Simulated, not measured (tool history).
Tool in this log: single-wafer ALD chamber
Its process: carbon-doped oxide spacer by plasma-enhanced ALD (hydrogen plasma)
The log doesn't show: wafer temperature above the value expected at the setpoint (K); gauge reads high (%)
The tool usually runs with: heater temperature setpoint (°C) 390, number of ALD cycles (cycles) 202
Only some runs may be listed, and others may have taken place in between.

run    hour  heater temperature setpoint (°C)  number of ALD cycles (cycles)  wafers since the last listed run  hours since the last thermocouple change  hours since the gauge calibration  read-back reference wafer on the same gauge, thickness_nm  mean film thickness on the monitor wafer (Å)
  1     0.0                               390                            202                                 0                                    1324.6                             1507.6                                                     10.197                                        101.02
  2    80.6                               390                            202                               164                                    1405.2                             1588.2                                                     10.185                                        100.63
  3   132.9                               383                            202                               106                                    1457.5                             1640.5                                                     10.184                                        100.90
  4   228.9                               383                            202                               195                                    1553.5                             1736.5                                                     10.173                                        100.17
  5   545.2                               382                            186                               643                                    1869.8                             2052.8                                                     10.155                                         92.37
  6   626.8                               382                            186                               166                                    1951.4                             2134.4                                                     10.148                                         92.58
  7   676.9                               390                            202                               101                                    2001.5                             2184.5                                                     10.140                                        100.39
  8   774.8                               390                            202                               199                                    2099.4                             2282.4                                                     10.141                                        100.48
  9   842.8                               390                            186                               138                                    2167.4                             2350.4                                                     10.138                                         91.85
 10   880.8                               399                            202                                77                                    2205.4                             2388.4                                                     10.132                                        100.19
 11   945.9                               380                            202                               132                                    2270.5                             2453.5                                                     10.128                                        100.18
 12   983.4                               390                            202                                76                                    2308.0                             2491.0                                                     10.121                                         99.69
 13  1049.7                               390                            202                               134                                    2374.3                             2557.3                                                     10.119                                        100.33
 14  1204.3                               390                            202                               314                                    2528.9                             2711.9                                                     10.111                                        100.29
 15  1278.8                               390                            202                               151                                    2603.4                             2786.4                                                     10.110                                         99.74
 16  1337.8                               390                            202                               120                                    2662.4                             2845.4                                                     10.101                                        100.03
     1431.0  -- thermocouple changed; heater temperature recalibrated
 17  1431.5                               390                            202                               174                                       0.5                             2939.1                                                     10.094                                         99.57
 18  1530.9                               390                            202                               202                                      99.9                             3038.5                                                     10.089                                         99.92
 19  1638.6                               390                            202                               219                                     207.6                             3146.2                                                     10.085                                         99.68
 20  1717.8                               390                            202                               161                                     286.8                             3225.4                                                     10.079                                         99.48
 21  1775.0                               390                            202                               116                                     344.0                             3282.6                                                     10.074                                         99.59
 22  1826.3                               390                            202                               104                                     395.3                             3333.9                                                     10.069                                         99.65
 23  1867.2                               404                            162                                83                                     436.2                             3374.8                                                     10.074                                         79.02
 24  1934.3                               394                            190                               136                                     503.3                             3441.9                                                     10.064                                         93.60
 25  1982.1                               390                            202                                97                                     551.1                             3489.7                                                     10.056                                         99.66
 26  2052.9                               401                            202                               144                                     621.9                             3560.5                                                     10.053                                         99.64
 27  2148.9                               390                            169                               195                                     717.9                             3656.5                                                     10.040                                         83.29
 28  2193.5                               397                            229                                90                                     762.5                             3701.1                                                     10.046                                        112.54
 29  2282.0                               390                            186                               180                                     851.0                             3789.6                                                     10.041                                         91.99
 30  2331.9                               380                            225                               101                                     900.9                             3839.5                                                     10.037                                        110.56
 31  2427.7                               381                            165                               194                                     996.7                             3935.3                                                     10.023                                         81.33
 32  2482.8                               390                            202                               112                                    1051.8                             3990.4                                                     10.020                                         98.97
 33  2524.0                               390                            202                                83                                    1093.0                             4031.6                                                     10.027                                         99.38
     2562.8  -- gauge calibrated
 34  2585.2                               381                            163                               124                                    1154.2                               22.4                                                     10.295                                         81.67
 35  2622.8                               397                            216                                76                                    1191.8                               60.0                                                     10.290                                        108.66
 36  2716.3                               390                            202                               190                                    1285.3                              153.5                                                     10.283                                        101.63
 37  3024.6                               376                            183                               627                                    1593.6                              461.8                                                     10.261                                         92.04
 38  3125.1                               390                            174                               204                                    1694.1                              562.3                                                     10.258                                         87.20
 39  3163.6                               390                            188                                78                                    1732.6                              600.8                                                     10.254                                         94.38
 40  3217.0                               379                            241                               108                                    1786.0                              654.2                                                     10.253                                        120.87
 41  3274.5                               382                            223                               117                                    1843.5                              711.7                                                     10.241                                        112.15
 42  3376.1                               390                            202                               206                                    1945.1                              813.3                                                     10.237                                        101.39
 43  3445.5                               390                            202                               141                                    2014.5                              882.7                                                     10.229                                        100.78
 44  3498.4                               396                            172                               107                                    2067.4                              935.6                                                     10.233                                         86.16
 45  3543.6                               404                            162                                91                                    2112.6                              980.8                                                     10.231                                         80.84

How the hidden state differs across the entries between the runs, from the last listed run before each to the first after it:
Runs 16 to 17: thermocouple changed; heater temperature recalibrated (hour 1431.0)
  gauge reads high (%): -1.93 -> -1.99
  what was measured, less what the result would be without the hidden state, mean film thickness on the monitor wafer (Å): -1.97 -> -2.03
Runs 33 to 34: gauge calibrated (hour 2562.8)
  gauge reads high (%): -2.7 -> -0.0856
  what was measured, less what the result would be without the hidden state, mean film thickness on the monitor wafer (Å): -2.76 -> -0.07

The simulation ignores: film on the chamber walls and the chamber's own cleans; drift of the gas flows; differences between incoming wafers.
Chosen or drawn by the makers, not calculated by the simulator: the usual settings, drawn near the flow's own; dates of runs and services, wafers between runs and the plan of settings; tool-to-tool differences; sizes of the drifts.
